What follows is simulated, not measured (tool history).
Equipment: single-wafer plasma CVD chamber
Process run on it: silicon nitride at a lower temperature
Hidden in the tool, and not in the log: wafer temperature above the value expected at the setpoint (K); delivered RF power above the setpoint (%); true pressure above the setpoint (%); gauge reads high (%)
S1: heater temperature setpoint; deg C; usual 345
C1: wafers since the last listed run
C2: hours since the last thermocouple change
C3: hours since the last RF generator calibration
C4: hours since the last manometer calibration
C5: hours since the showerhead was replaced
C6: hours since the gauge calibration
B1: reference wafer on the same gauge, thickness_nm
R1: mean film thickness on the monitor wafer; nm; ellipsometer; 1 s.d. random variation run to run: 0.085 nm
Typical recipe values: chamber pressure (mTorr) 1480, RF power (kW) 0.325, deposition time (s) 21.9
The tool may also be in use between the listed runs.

{"run": 1, "hour": 0.0, "S1": 345, "chamber pressure (mTorr)": 1750, "RF power (kW)": 0.325, "deposition time (s)": 21.9, "C1": 0, "C2": 901.7, "C3": 1470.4, "C4": 989.9, "C5": 5074.2, "C6": 190.7, "B1": 20.768, "R1": 26.531}
{"run": 2, "hour": 35.7, "S1": 345, "chamber pressure (mTorr)": 1750, "RF power (kW)": 0.325, "deposition time (s)": 21.9, "C1": 799, "C2": 937.4, "C3": 1506.1, "C4": 1025.6, "C5": 5109.9, "C6": 226.4, "B1": 20.798, "R1": 26.707}
{"run": 3, "hour": 52.9, "S1": 345, "chamber pressure (mTorr)": 1750, "RF power (kW)": 0.325, "deposition time (s)": 21.9, "C1": 385, "C2": 954.6, "C3": 1523.3, "C4": 1042.8, "C5": 5127.1, "C6": 243.6, "B1": 20.824, "R1": 26.835}
{"run": 4, "hour": 83.6, "S1": 345, "chamber pressure (mTorr)": 1480, "RF power (kW)": 0.325, "deposition time (s)": 21.9, "C1": 687, "C2": 985.3, "C3": 1554, "C4": 1073.5, "C5": 5157.8, "C6": 274.3, "B1": 20.823, "R1": 25.001}
{"run": 5, "hour": 161.3, "S1": 342, "chamber pressure (mTorr)": 1480, "RF power (kW)": 0.35, "deposition time (s)": 21.9, "C1": 1739, "C2": 1063, "C3": 1631.7, "C4": 1151.2, "C5": 5235.5, "C6": 352, "B1": 20.851, "R1": 26.851}
{"run": 6, "hour": 196.0, "S1": 355, "chamber pressure (mTorr)": 1480, "RF power (kW)": 0.325, "deposition time (s)": 21.9, "C1": 776, "C2": 1097.7, "C3": 1666.4, "C4": 1185.9, "C5": 5270.2, "C6": 386.7, "B1": 20.883, "R1": 25.12}
{"run": 7, "hour": 231.0, "S1": 355, "chamber pressure (mTorr)": 1480, "RF power (kW)": 0.325, "deposition time (s)": 21.9, "C1": 783, "C2": 1132.7, "C3": 1701.4, "C4": 1220.9, "C5": 5305.2, "C6": 421.7, "B1": 20.848, "R1": 25.023}
{"run": 8, "hour": 244.7, "S1": 345, "chamber pressure (mTorr)": 1480, "RF power (kW)": 0.325, "deposition time (s)": 21.9, "C1": 306, "C2": 1146.4, "C3": 1715.1, "C4": 1234.6, "C5": 5318.9, "C6": 435.4, "B1": 20.862, "R1": 25.191}
{"run": 9, "hour": 260.9, "S1": 345, "chamber pressure (mTorr)": 1480, "RF power (kW)": 0.325, "deposition time (s)": 21.9, "C1": 362, "C2": 1162.6, "C3": 1731.3, "C4": 1250.8, "C5": 5335.1, "C6": 451.6, "B1": 20.875, "R1": 25.216}
{"hour": 292.7, "done": "showerhead replaced"}
{"run": 10, "hour": 293.2, "S1": 345, "chamber pressure (mTorr)": 1480, "RF power (kW)": 0.325, "deposition time (s)": 21.9, "C1": 544, "C2": 1194.9, "C3": 1763.6, "C4": 1283.1, "C5": 0.5, "C6": 483.9, "B1": 20.881, "R1": 25.179}
{"hour": 298.8, "done": "gauge calibrated"}
{"run": 11, "hour": 315.7, "S1": 345, "chamber pressure (mTorr)": 1760, "RF power (kW)": 0.325, "deposition time (s)": 21.9, "C1": 503, "C2": 1217.4, "C3": 1786.1, "C4": 1305.6, "C5": 23, "C6": 16.9, "B1": 20.549, "R1": 26.387}
{"run": 12, "hour": 331.8, "S1": 345, "chamber pressure (mTorr)": 1760, "RF power (kW)": 0.325, "deposition time (s)": 21.9, "C1": 360, "C2": 1233.5, "C3": 1802.2, "C4": 1321.7, "C5": 39.1, "C6": 33, "B1": 20.624, "R1": 26.58}
{"run": 13, "hour": 355.1, "S1": 358, "chamber pressure (mTorr)": 1480, "RF power (kW)": 0.325, "deposition time (s)": 23.4, "C1": 521, "C2": 1256.8, "C3": 1825.5, "C4": 1345, "C5": 62.4, "C6": 56.3, "B1": 20.63, "R1": 26.526}
{"hour": 390.1, "done": "thermocouple changed; heater temperature recalibrated"}
{"run": 14, "hour": 390.6, "S1": 345, "chamber pressure (mTorr)": 1480, "RF power (kW)": 0.325, "deposition time (s)": 21.9, "C1": 615, "C2": 0.5, "C3": 1861, "C4": 1380.5, "C5": 97.9, "C6": 91.8, "B1": 20.712, "R1": 24.946}
{"run": 15, "hour": 407.3, "S1": 345, "chamber pressure (mTorr)": 1480, "RF power (kW)": 0.325, "deposition time (s)": 21.9, "C1": 373, "C2": 17.2, "C3": 1877.7, "C4": 1397.2, "C5": 114.6, "C6": 108.5, "B1": 20.738, "R1": 24.975}
{"run": 16, "hour": 431.3, "S1": 330, "chamber pressure (mTorr)": 1230, "RF power (kW)": 0.325, "deposition time (s)": 24.9, "C1": 537, "C2": 41.2, "C3": 1901.7, "C4": 1421.2, "C5": 138.6, "C6": 132.5, "B1": 20.775, "R1": 26.466}
{"run": 17, "hour": 451.7, "S1": 345, "chamber pressure (mTorr)": 1480, "RF power (kW)": 0.325, "deposition time (s)": 23.3, "C1": 456, "C2": 61.6, "C3": 1922.1, "C4": 1441.6, "C5": 159, "C6": 152.9, "B1": 20.809, "R1": 26.57}
{"run": 18, "hour": 482.1, "S1": 345, "chamber pressure (mTorr)": 1480, "RF power (kW)": 0.325, "deposition time (s)": 21.9, "C1": 680, "C2": 92, "C3": 1952.5, "C4": 1472, "C5": 189.4, "C6": 183.3, "B1": 20.835, "R1": 25.185}
{"hour": 503.9, "done": "RF generator calibrated"}
{"hour": 504.5, "done": "capacitance manometer re-zeroed and calibrated"}
{"run": 19, "hour": 568.3, "S1": 345, "chamber pressure (mTorr)": 1480, "RF power (kW)": 0.325, "deposition time (s)": 24.1, "C1": 1738, "C2": 178.2, "C3": 64.4, "C4": 63.8, "C5": 275.6, "C6": 269.5, "B1": 20.892, "R1": 27.647}
{"run": 20, "hour": 601.5, "S1": 345, "chamber pressure (mTorr)": 1480, "RF power (kW)": 0.355, "deposition time (s)": 21.9, "C1": 743, "C2": 211.4, "C3": 97.6, "C4": 97, "C5": 308.8, "C6": 302.7, "B1": 20.911, "R1": 27.113}
{"run": 21, "hour": 628.9, "S1": 338, "chamber pressure (mTorr)": 1480, "RF power (kW)": 0.35, "deposition time (s)": 25.3, "C1": 613, "C2": 238.8, "C3": 125, "C4": 124.4, "C5": 336.2, "C6": 330.1, "B1": 20.895, "R1": 31.08}
{"run": 22, "hour": 643.6, "S1": 355, "chamber pressure (mTorr)": 1830, "RF power (kW)": 0.295, "deposition time (s)": 21.9, "C1": 329, "C2": 253.5, "C3": 139.7, "C4": 139.1, "C5": 350.9, "C6": 344.8, "B1": 20.902, "R1": 25.036}
{"run": 23, "hour": 671.1, "S1": 345, "chamber pressure (mTorr)": 1480, "RF power (kW)": 0.325, "deposition time (s)": 23.9, "C1": 615, "C2": 281, "C3": 167.2, "C4": 166.6, "C5": 378.4, "C6": 372.3, "B1": 20.932, "R1": 27.582}
{"run": 24, "hour": 695.0, "S1": 345, "chamber pressure (mTorr)": 1480, "RF power (kW)": 0.325, "deposition time (s)": 21.9, "C1": 535, "C2": 304.9, "C3": 191.1, "C4": 190.5, "C5": 402.3, "C6": 396.2, "B1": 20.913, "R1": 25.211}

Here are 5 independent what-if runs from the current tool condition. What would each one return?
{"run": "A", "hour": 695.4, "S1": 345, "chamber pressure (mTorr)": 1480, "RF power (kW)": 0.325, "deposition time (s)": 21.9, "C1": 8, "C2": 305.3, "C3": 191.5, "C4": 190.9, "C5": 402.7, "C6": 396.6, "B1": "?", "R1": "?"}
{"run": "B", "hour": 695.4, "S1": 360, "chamber pressure (mTorr)": 1480, "RF power (kW)": 0.325, "deposition time (s)": 21.9, "C1": 8, "C2": 305.3, "C3": 191.5, "C4": 190.9, "C5": 402.7, "C6": 396.6, "B1": "?", "R1": "?"}
{"run": "C", "hour": 695.4, "S1": 350, "chamber pressure (mTorr)": 1480, "RF power (kW)": 0.39, "deposition time (s)": 21.9, "C1": 8, "C2": 305.3, "C3": 191.5, "C4": 190.9, "C5": 402.7, "C6": 396.6, "B1": "?", "R1": "?"}
{"run": "D", "hour": 695.4, "S1": 351, "chamber pressure (mTorr)": 1330, "RF power (kW)": 0.275, "deposition time (s)": 20, "C1": 8, "C2": 305.3, "C3": 191.5, "C4": 190.9, "C5": 402.7, "C6": 396.6, "B1": "?", "R1": "?"}
{"run": "E", "hour": 695.4, "S1": 345, "chamber pressure (mTorr)": 1480, "RF power (kW)": 0.275, "deposition time (s)": 21.9, "C1": 8, "C2": 305.3, "C3": 191.5, "C4": 190.9, "C5": 402.7, "C6": 396.6, "B1": "?", "R1": "?"}

run=A B1=20.939 R1=25.156
run=B B1=20.939 R1=25.031
run=C B1=20.939 R1=29.075
run=D B1=20.939 R1=18.828
run=E B1=20.939 R1=21.594
With no hidden state in the tool, these same runs would have given:
run=A R1=24.646
run=B R1=24.523
run=C R1=28.485
run=D R1=18.447
run=E R1=21.156
